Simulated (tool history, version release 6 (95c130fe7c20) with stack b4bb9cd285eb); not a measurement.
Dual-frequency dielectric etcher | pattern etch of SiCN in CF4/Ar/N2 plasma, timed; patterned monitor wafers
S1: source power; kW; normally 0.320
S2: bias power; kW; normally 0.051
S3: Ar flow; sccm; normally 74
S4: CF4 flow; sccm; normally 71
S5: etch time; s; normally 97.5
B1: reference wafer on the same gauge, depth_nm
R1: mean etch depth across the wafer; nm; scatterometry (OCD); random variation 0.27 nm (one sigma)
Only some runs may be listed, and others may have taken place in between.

run,hour,S1,S2,S3,S4,S5,B1,R1
1,0.0,0.320,0.051,74,71,97.5,49.0,59.1
2,33.3,0.320,0.051,74,71,97.5,49.1,59.6
3,83.3,0.320,0.051,74,71,97.5,49.2,59.8
4,115.6,0.320,0.051,74,71,97.5,49.0,59.8
5,171.6,0.320,0.051,74,71,97.5,49.1,57.7
6,213.9,0.320,0.060,74,71,88.0,49.0,55.2
7,281.3,0.320,0.060,74,71,88.0,49.1,55.8
8,320.3,0.270,0.051,74,64,75.5,49.1,39.1
9,377.7,0.320,0.043,74,78,74.5,49.1,42.0
10,445.2,0.320,0.047,74,62,97.5,49.1,56.5
11,481.8,0.320,0.047,74,85,69.0,49.1,41.1
12,509.6,0.320,0.051,82,71,124.5,49.0,74.0
13,540.3,0.340,0.045,81,71,97.5,49.0,58.6
14,584.2,0.320,0.051,74,71,97.5,49.1,59.9
15,616.4,0.320,0.055,74,64,97.5,49.2,60.5
16,650.2,0.320,0.040,68,71,97.5,49.0,54.6
17,710.0,0.320,0.051,74,86,97.5,49.2,58.3
18,757.1,0.320,0.051,74,71,116.0,49.1,69.2
19,827.6,0.320,0.051,74,71,97.5,49.1,58.5
20,854.3,0.320,0.061,62,71,97.5,49.1,63.7

Removed from this log: 8 entries logged between the listed runs. Between which two listed runs does each belong, and how does the tool's hidden state at the listed run before it compare with that at the listed run after it?
In the gap between runs 4 and 5: wet clean of the chamber (hour 147.6)
  etch rate over this chamber's usual, %: 4.49 -> 0.0358
  difference, measured minus the result without the unlogged condition, R1: +2.6 -> +0.0 nm
In the gap between runs 6 and 7: CF4 flow controller replaced (hour 272.4)
  etch rate over this chamber's usual, %: 0.412 -> 1.01
  difference, measured minus the result without the unlogged condition, R1: +0.2 -> +0.6 nm
In the gap between runs 8 and 9: gauge calibrated (hour 336.3); upper electrode replaced (hour 358.2)
  etch rate over this chamber's usual, %: 1.36 -> 1.87
  difference, measured minus the result without the unlogged condition, R1: +0.5 -> +0.8 nm
In the gap between runs 9 and 10: Ar flow controller replaced (hour 418.5)
  etch rate over this chamber's usual, %: 1.87 -> 2.47
  difference, measured minus the result without the unlogged condition, R1: +0.8 -> +1.4 nm
In the gap between runs 12 and 13: bias power generator calibrated (hour 514.7)
  etch rate over this chamber's usual, %: 3.04 -> 3.32
  difference, measured minus the result without the unlogged condition, R1: +2.2 -> +1.9 nm
In the gap between runs 14 and 15: source power generator calibrated (hour 611.1)
  etch rate over this chamber's usual, %: 3.71 -> 3.99
  difference, measured minus the result without the unlogged condition, R1: +2.1 -> +2.3 nm
In the gap between runs 16 and 17: wet clean of the chamber (hour 709.5)
  etch rate over this chamber's usual, %: 4.3 -> 0.584
  difference, measured minus the result without the unlogged condition, R1: +2.2 -> +0.3 nm
